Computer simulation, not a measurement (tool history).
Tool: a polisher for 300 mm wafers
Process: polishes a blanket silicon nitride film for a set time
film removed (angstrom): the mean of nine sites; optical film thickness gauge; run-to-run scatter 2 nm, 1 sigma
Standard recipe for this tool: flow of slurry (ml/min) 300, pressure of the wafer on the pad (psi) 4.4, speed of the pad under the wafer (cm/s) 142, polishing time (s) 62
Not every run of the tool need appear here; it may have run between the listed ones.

run	hour	flow of slurry (ml/min)	pressure of the wafer on the pad (psi)	speed of the pad under the wafer (cm/s)	polishing time (s)	wafers since the last listed run	wafers polished on this pad	hours since the slurry nozzle was cleaned	hours since the head pressure was calibrated	incoming thickness of the incoming film, nm	film removed (angstrom)
1	0.0	300	3.7	142	62	0	1198	263.3	676.4	492.3	1504
2	26.3	300	3.7	142	62	162	1361	289.6	702.7	499.9	1491
# hour 55.8: slurry nozzle cleaned
# hour 61.6: worn pad replaced by a new one
3	63.6	300	4.4	154	69	199	12	7.8	740.0	498.4	2174
4	130.3	300	4.4	142	62	412	424	74.5	806.7	501.0	1828
5	167.7	300	4.4	142	62	231	655	111.9	844.1	505.2	1853
# hour 224.4: head pressure recalibrated
6	357.9	300	4.0	142	69	1162	1818	302.1	133.5	506.3	1654
# hour 359.5: slurry nozzle cleaned
# hour 377.2: worn pad replaced by a new one
7	407.2	300	4.0	142	69	273	185	47.7	182.8	498.5	1744
8	466.3	300	4.4	142	62	365	550	106.8	241.9	498.8	1731
9	552.1	300	4.4	142	62	530	1080	192.6	327.7	493.3	1741
10	593.0	300	4.4	142	79	252	1333	233.5	368.6	497.4	2228
11	659.5	300	4.4	142	79	410	1744	300.0	435.1	504.8	2223
# hour 678.1: worn pad replaced by a new one
# hour 693.5: slurry nozzle cleaned
12	704.1	300	4.4	142	62	244	154	10.6	479.7	500.5	1833
13	747.5	300	4.4	142	62	268	422	54.0	523.1	499.9	1787
14	817.0	300	4.4	164	62	429	851	123.5	592.6	495.0	2012
15	878.4	300	5.1	112	47	379	1231	184.9	654.0	506.1	1332
16	917.0	300	5.8	158	75	238	1469	223.5	692.6	505.5	3038
17	941.6	300	4.4	142	62	151	1621	248.1	717.2	499.2	1792
# hour 984.1: worn pad replaced by a new one
# hour 1004.2: slurry nozzle cleaned
18	1016.7	300	2.9	142	62	433	195	12.5	792.3	496.3	1226
19	1065.8	245	4.4	142	74	303	498	61.6	841.4	492.4	2153
# hour 1096.6: head pressure recalibrated
20	1120.2	300	4.4	142	62	323	822	116.0	23.6	501.5	1684
21	1190.1	370	3.4	142	62	431	1254	185.9	93.5	499.2	1336
22	1224.2	300	4.4	142	62	210	1464	220.0	127.6	502.4	1695
# hour 1241.1: worn pad replaced by a new one
23	1280.0	300	5.0	142	62	320	240	275.8	183.4	495.7	1897
24	1339.4	340	4.4	180	54	366	607	335.2	242.8	501.2	1747
# hour 1351.6: slurry nozzle cleaned
25	1398.0	300	4.4	142	62	355	963	46.4	301.4	492.9	1726
26	1422.2	265	4.4	162	76	149	1112	70.6	325.6	496.2	2345

3 ways to go on from here, each from the tool as it stands after run 26. What would each give?
A	1422.6	300	4.4	142	62	2	1115	71.0	326.0	502.7	?
B	1422.6	355	5.6	100	47	2	1115	71.0	326.0	502.7	?
C	1422.6	300	5.2	96	71	2	1115	71.0	326.0	502.7	?

run	film removed (angstrom)
A	1765
B	1331
C	1788
With the hidden condition removed and each run's random variation left untouched, the same runs would have given:
run	film removed (angstrom)
A	1735
B	1307
C	1757

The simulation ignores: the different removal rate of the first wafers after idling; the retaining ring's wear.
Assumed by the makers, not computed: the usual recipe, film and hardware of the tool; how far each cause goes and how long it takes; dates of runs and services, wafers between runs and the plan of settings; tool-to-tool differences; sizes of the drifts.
